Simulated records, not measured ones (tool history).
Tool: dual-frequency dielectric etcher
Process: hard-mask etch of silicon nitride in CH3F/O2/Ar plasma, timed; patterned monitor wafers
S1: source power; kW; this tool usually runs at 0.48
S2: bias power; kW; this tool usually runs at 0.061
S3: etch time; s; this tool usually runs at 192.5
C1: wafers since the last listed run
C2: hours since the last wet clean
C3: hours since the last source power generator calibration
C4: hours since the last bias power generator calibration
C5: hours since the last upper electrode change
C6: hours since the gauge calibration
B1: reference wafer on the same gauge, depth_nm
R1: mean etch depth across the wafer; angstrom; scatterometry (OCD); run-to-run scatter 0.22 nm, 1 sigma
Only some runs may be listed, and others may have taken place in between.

| run | hour | S1 | S2 | S3 | C1 | C2 | C3 | C4 | C5 | C6 | B1 | R1 |
|---|---|---|---|---|---|---|---|---|---|---|---|---|
| 1 | 0 | 0.48 | 0.061 | 164.5 | 0 | 237.9 | 2183 | 4635.5 | 1729.3 | 257.8 | 156 | 1232 |
| 2 | 31.7 | 0.48 | 0.061 | 164.5 | 133 | 269.6 | 2214.7 | 4667.2 | 1761 | 289.5 | 156 | 1235 |
| 3 | 56 | 0.48 | 0.055 | 192.5 | 102 | 293.9 | 2239 | 4691.5 | 1785.3 | 313.8 | 156.1 | 1389 |
| 4 | 88.4 | 0.48 | 0.061 | 192.5 | 136 | 326.3 | 2271.4 | 4723.9 | 1817.7 | 346.2 | 156 | 1443 |
|  | 140.7 | wet clean of the chamber |
|  | 149.4 | upper electrode replaced |
| 5 | 149.9 | 0.48 | 0.061 | 192.5 | 121 | 9.2 | 2332.9 | 4785.4 | 0.5 | 407.7 | 156 | 1452 |
| 6 | 151.8 | 0.4 | 0.061 | 192.5 | 8 | 11.1 | 2334.8 | 4787.3 | 2.4 | 409.6 | 156 | 1377 |
| 7 | 169.3 | 0.48 | 0.061 | 153 | 73 | 28.6 | 2352.3 | 4804.8 | 19.9 | 427.1 | 156 | 1157 |
|  | 183.3 | gauge calibrated |
|  | 209.3 | bias power generator calibrated |
| 8 | 233.6 | 0.56 | 0.07 | 192.5 | 254 | 92.9 | 2416.6 | 24.3 | 84.2 | 50.3 | 156 | 1607 |
| 9 | 251.3 | 0.48 | 0.061 | 192.5 | 74 | 110.6 | 2434.3 | 42 | 101.9 | 68 | 155.9 | 1451 |
|  | 275.8 | source power generator calibrated |
| 10 | 282 | 0.41 | 0.075 | 192.5 | 112 | 141.3 | 6.2 | 72.7 | 132.6 | 98.7 | 156 | 1490 |
| 11 | 297.3 | 0.48 | 0.061 | 164.5 | 64 | 156.6 | 21.5 | 88 | 147.9 | 114 | 156 | 1239 |
| 12 | 314.9 | 0.48 | 0.061 | 168 | 74 | 174.2 | 39.1 | 105.6 | 165.5 | 131.6 | 156 | 1265 |
| 13 | 328.4 | 0.4 | 0.061 | 227.5 | 56 | 187.7 | 52.6 | 119.1 | 179 | 145.1 | 155.9 | 1616 |
| 14 | 351.6 | 0.57 | 0.065 | 228.5 | 97 | 210.9 | 75.8 | 142.3 | 202.2 | 168.3 | 156 | 1858 |
| 15 | 385.7 | 0.57 | 0.061 | 150 | 143 | 245 | 109.9 | 176.4 | 236.3 | 202.4 | 156 | 1193 |
| 16 | 406.7 | 0.48 | 0.061 | 192.5 | 88 | 266 | 130.9 | 197.4 | 257.3 | 223.4 | 156.1 | 1445 |
| 17 | 424.7 | 0.59 | 0.066 | 170.5 | 75 | 284 | 148.9 | 215.4 | 275.3 | 241.4 | 156 | 1409 |
| 18 | 453.3 | 0.48 | 0.074 | 153.5 | 120 | 312.6 | 177.5 | 244 | 303.9 | 270 | 156 | 1236 |
| 19 | 467 | 0.48 | 0.051 | 239.5 | 57 | 326.3 | 191.2 | 257.7 | 317.6 | 283.7 | 155.9 | 1689 |

Consider 3 possible next runs. They are alternatives, not a sequence: every one starts from the tool as it was left by run 19. What does each give?
| A | 467.5 | 0.48 | 0.054 | 192.5 | 2 | 326.8 | 191.7 | 258.2 | 318.1 | 284.2 | ? | ? |
| B | 467.5 | 0.48 | 0.071 | 156 | 2 | 326.8 | 191.7 | 258.2 | 318.1 | 284.2 | ? | ? |
| C | 467.5 | 0.57 | 0.072 | 239 | 2 | 326.8 | 191.7 | 258.2 | 318.1 | 284.2 | ? | ? |

| run | B1 | R1 |
|---|---|---|
| A | 156 | 1381 |
| B | 156 | 1234 |
| C | 156 | 2009 |
Take away the tool's hidden state, keep each run's random variation, and the runs would have read:
| run | R1 |
|---|---|
| A | 1394 |
| B | 1246 |
| C | 2028 |
